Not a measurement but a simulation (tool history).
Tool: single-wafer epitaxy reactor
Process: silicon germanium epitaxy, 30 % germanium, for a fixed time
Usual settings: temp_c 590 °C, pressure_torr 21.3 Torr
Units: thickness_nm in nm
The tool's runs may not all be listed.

run,hour,temp_c,pressure_torr,"read-back reference wafer on the same gauge, thickness_nm",thickness_nm
1,0,590,21.3,46.401,45.187
2,32.9,590,21.3,46.385,44.863
3,67.1,590,21.3,46.425,44.982
4,88.8,584,17.5,46.339,36.341
5,117.1,584,17.5,46.454,36.174
6,142.5,584,17.5,46.454,35.897
# hour 158.8: gauge calibrated
7,160.9,584,21.3,46.346,40.703
8,193.9,584,21.3,46.474,40.609
9,220.5,580,20,46.478,36.212
10,236.6,580,20,46.462,35.974
11,260.1,580,20,46.425,36.198
12,284.6,590,21.3,46.437,44.673
13,306.3,590,21.3,46.371,44.826
14,321.6,575,23.4,46.404,35.844
15,354.1,600,24,46.471,57.027
16,376,590,21.3,46.364,44.844
# hour 385.7: pyrometer calibrated
17,396.8,597,18.2,46.388,48.943
18,423,590,21.3,46.378,47.377
19,452,600,19.6,46.396,53.623
20,464.6,590,19.9,46.457,45.716
# hour 478.5: capacitance manometer re-zeroed and calibrated
21,481.1,581,18,46.341,37.743
22,496.6,584,17.5,46.402,39.192
23,521.6,579,17,46.353,34.804
24,539.4,590,19.8,46.419,46.573
25,572.2,600,24,46.4,60.694
26,598.7,605,21.3,46.41,62.394
# hour 615: showerhead replaced
27,623.9,579,24.6,46.448,42.071
28,681.7,575,26,46.314,39.89
29,696.8,597,18.4,46.423,49.568
30,718.8,590,26.4,46.423,52.687
31,742.8,584,17.5,46.335,37.732
32,767,584,16.6,46.366,36.728
33,802.3,603,23.8,46.436,62.506
34,830.3,579,21.3,46.442,38.04
35,847.3,576,26.1,46.343,40.251

Hidden state or all else? Some run-to-run changes of thickness_nm, split into what the settings, what came in and random variation would give without the hidden state, and what is left for the hidden state (with any gauge scatter that isn't in both results):
The hidden state here: wafer temperature above the value expected at the setpoint (K); true pressure above the setpoint (%); gauge reads high (%).
Run 14 -> 15: temp_c 575 -> 600, pressure_torr 23.4 -> 24. thickness_nm +21.183 nm: hidden state -2.113, all else +23.296.
Run 16 -> 17: temp_c 590 -> 597, pressure_torr 21.3 -> 18.2, pyrometer calibrated. thickness_nm +4.099 nm: hidden state +2.745, all else +1.354.
Run 20 -> 21: temp_c 590 -> 581, pressure_torr 19.9 -> 18, capacitance manometer re-zeroed and calibrated. thickness_nm -7.973 nm: hidden state +1.672, all else -9.645.
Run 32 -> 33: temp_c 584 -> 603, pressure_torr 16.6 -> 23.8. thickness_nm +25.778 nm: hidden state -1.474, all else +27.252.
Run 33 -> 34: temp_c 603 -> 579, pressure_torr 23.8 -> 21.3. thickness_nm -24.466 nm: hidden state +1.153, all else -25.619.

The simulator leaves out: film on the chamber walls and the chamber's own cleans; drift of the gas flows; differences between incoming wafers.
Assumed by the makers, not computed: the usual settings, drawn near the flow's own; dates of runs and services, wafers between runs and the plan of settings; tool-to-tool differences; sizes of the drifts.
